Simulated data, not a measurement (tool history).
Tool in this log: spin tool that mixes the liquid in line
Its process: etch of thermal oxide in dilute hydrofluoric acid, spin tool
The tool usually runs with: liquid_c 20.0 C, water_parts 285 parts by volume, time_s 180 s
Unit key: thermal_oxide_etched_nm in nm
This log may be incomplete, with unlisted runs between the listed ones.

run	day	liquid_c	water_parts	time_s	wafers since the last listed run	hours since the thermometer was replaced	hours since the hydrofluoric acid flow meter was replaced	hours since the gauge calibration	read-back film thickness of the thermal oxide reference wafer, read on the same gauge (nm)	thermal_oxide_etched_nm
1	0.000	20.0	285	180	0	1307.5	953.5	115.4	99.974	1.707
2	0.638	20.0	200	180	99	1322.8	968.8	130.7	100.048	2.695
3	0.921	20.0	285	180	44	1329.6	975.6	137.5	99.976	1.692
4	2.246	20.0	285	180	205	1361.4	1007.4	169.3	100.002	1.705
5	2.846	20.0	285	180	93	1375.8	1021.8	183.7	99.954	1.691
6	3.242	20.0	285	180	61	1385.3	1031.3	193.2	100.005	1.664
7	3.762	20.0	285	180	80	1397.8	1043.8	205.7	99.975	1.665
8	4.158	17.5	255	180	61	1407.3	1053.3	215.2	99.990	1.747
# day 4.238: thermometer replaced
9	4.688	17.5	255	180	75	10.8	1066.0	227.9	99.992	1.760
10	5.117	20.0	285	180	66	21.1	1076.3	238.2	99.992	1.647
11	5.750	20.0	285	180	98	36.3	1091.5	253.4	99.978	1.674
12	6.167	20.0	285	180	64	46.3	1101.5	263.4	99.987	1.650
13	6.758	20.0	285	180	91	60.5	1115.7	277.6	100.015	1.652
14	7.096	17.5	285	275	52	68.6	1123.8	285.7	99.996	2.334
15	7.662	18.5	410	220	88	82.2	1137.4	299.3	100.005	1.176
16	8.167	17.0	355	240	78	94.3	1149.5	311.4	99.979	1.467
17	8.492	22.0	285	180	50	102.1	1157.3	319.2	100.022	1.756
# day 8.975: hydrofluoric acid flow meter replaced
18	9.167	20.0	285	180	98	118.3	4.6	335.4	100.005	2.038
# day 9.258: gauge calibrated
19	9.646	17.0	285	180	74	129.8	16.1	9.3	100.022	1.806
20	10.308	20.0	285	220	102	145.7	32.0	25.2	99.984	2.457
21	10.688	20.0	285	285	58	154.8	41.1	34.3	99.976	3.154
22	11.033	20.0	285	180	53	163.1	49.4	42.6	99.999	1.983
23	11.696	17.0	195	95	102	179.0	65.3	58.5	99.976	1.462
24	11.954	23.5	415	75	40	185.2	71.5	64.7	100.005	0.576
25	12.467	18.5	420	215	79	197.5	83.8	77.0	100.003	1.351
26	12.788	17.0	225	255	49	205.2	91.5	84.7	99.978	3.388

What the log doesn't show, run by run:
liquid hotter than its thermometer reads (K): 0 on each run
gauge reads high (%): 0 on each run
H1: hydrofluoric acid flow below the setpoint (%)
run	H1
1	12.4
2	12.6
3	12.7
4	13
5	13.2
6	13.3
7	13.5
8	13.6
9	13.7
10	13.8
11	14
12	14.1
13	14.3
14	14.4
15	14.5
16	14.7
17	14.8
18	0.283
19	0.416
20	0.599
21	0.705
22	0.8
23	0.984
24	1.06
25	1.2
26	1.29

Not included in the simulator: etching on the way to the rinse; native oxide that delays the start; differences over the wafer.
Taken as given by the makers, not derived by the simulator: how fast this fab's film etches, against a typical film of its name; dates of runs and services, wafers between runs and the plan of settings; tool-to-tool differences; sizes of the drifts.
